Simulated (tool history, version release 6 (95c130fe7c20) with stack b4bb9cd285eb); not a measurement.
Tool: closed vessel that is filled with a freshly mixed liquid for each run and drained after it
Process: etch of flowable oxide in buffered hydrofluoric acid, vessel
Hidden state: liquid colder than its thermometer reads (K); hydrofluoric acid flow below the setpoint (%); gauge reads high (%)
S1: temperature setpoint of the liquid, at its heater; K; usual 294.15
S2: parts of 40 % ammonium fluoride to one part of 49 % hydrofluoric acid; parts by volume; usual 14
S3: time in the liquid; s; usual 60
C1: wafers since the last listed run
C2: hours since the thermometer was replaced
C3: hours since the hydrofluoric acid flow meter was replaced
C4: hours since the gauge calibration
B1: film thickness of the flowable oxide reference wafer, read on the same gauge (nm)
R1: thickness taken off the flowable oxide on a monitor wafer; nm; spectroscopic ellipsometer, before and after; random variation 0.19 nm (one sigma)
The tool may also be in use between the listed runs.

run   hour      S1    S2  S3    C1      C2      C3     C4     B1      R1
  1      0  294.15    14  60     0  3067.5  1220.5   79.9  70.03    54.4
  2    8.7  294.15    14  60  1128  3076.2  1229.2   88.6     70   54.05
  3   16.2  294.15    14  60   972  3083.7  1236.7   96.1  69.99    53.8
  4   27.4  294.15  11.5  60  1452  3094.9  1247.9  107.3  69.97   64.97
  5     36  294.15  11.5  60  1115  3103.5  1256.5  115.9  70.02   65.35
  6   50.2  295.65    14  85  1841  3117.7  1270.7  130.1  70.01   83.29
  7     62  295.65    14  85  1530  3129.5  1282.5  141.9  70.02   82.74
  8   68.9  291.65    14  60   894  3136.4  1289.4  148.8  69.98   46.25
  9   77.5  294.15    14  60  1115    3145    1298  157.4  69.98   53.33
 10   90.1  294.15    14  60  1634  3157.6  1310.6    170  70.02   53.37
     104.7  -- thermometer replaced
 11  107.5  294.15    14  60  2127     2.8    1328  187.4  70.01   61.22
 12  124.3  294.15    14  60  2179    19.6  1344.8  204.2  70.04    61.1
     126.1  -- hydrofluoric acid flow meter replaced
 13  132.3  290.15  10.5  85   907    27.6     6.2  212.2  70.03  106.71
     165.3  -- gauge calibrated
 14    177  291.65    14  60  5797    72.3    50.9   11.7  70.02   61.61
 15  190.7  291.65    14  60  1776      86    64.6   25.4  69.98   61.22
 16  198.2  291.15   9.5  30   972    93.5    72.1   32.9  69.99   42.96

Run 17 comes next. What will it give?
 17  210.4  294.15  16  30  1582  105.7  84.3  45.1   ?   ?

Run 17 gave B1 69.96, R1 30.74 nm.
Without the tool's hidden state the same run would have given R1 32.04 nm.

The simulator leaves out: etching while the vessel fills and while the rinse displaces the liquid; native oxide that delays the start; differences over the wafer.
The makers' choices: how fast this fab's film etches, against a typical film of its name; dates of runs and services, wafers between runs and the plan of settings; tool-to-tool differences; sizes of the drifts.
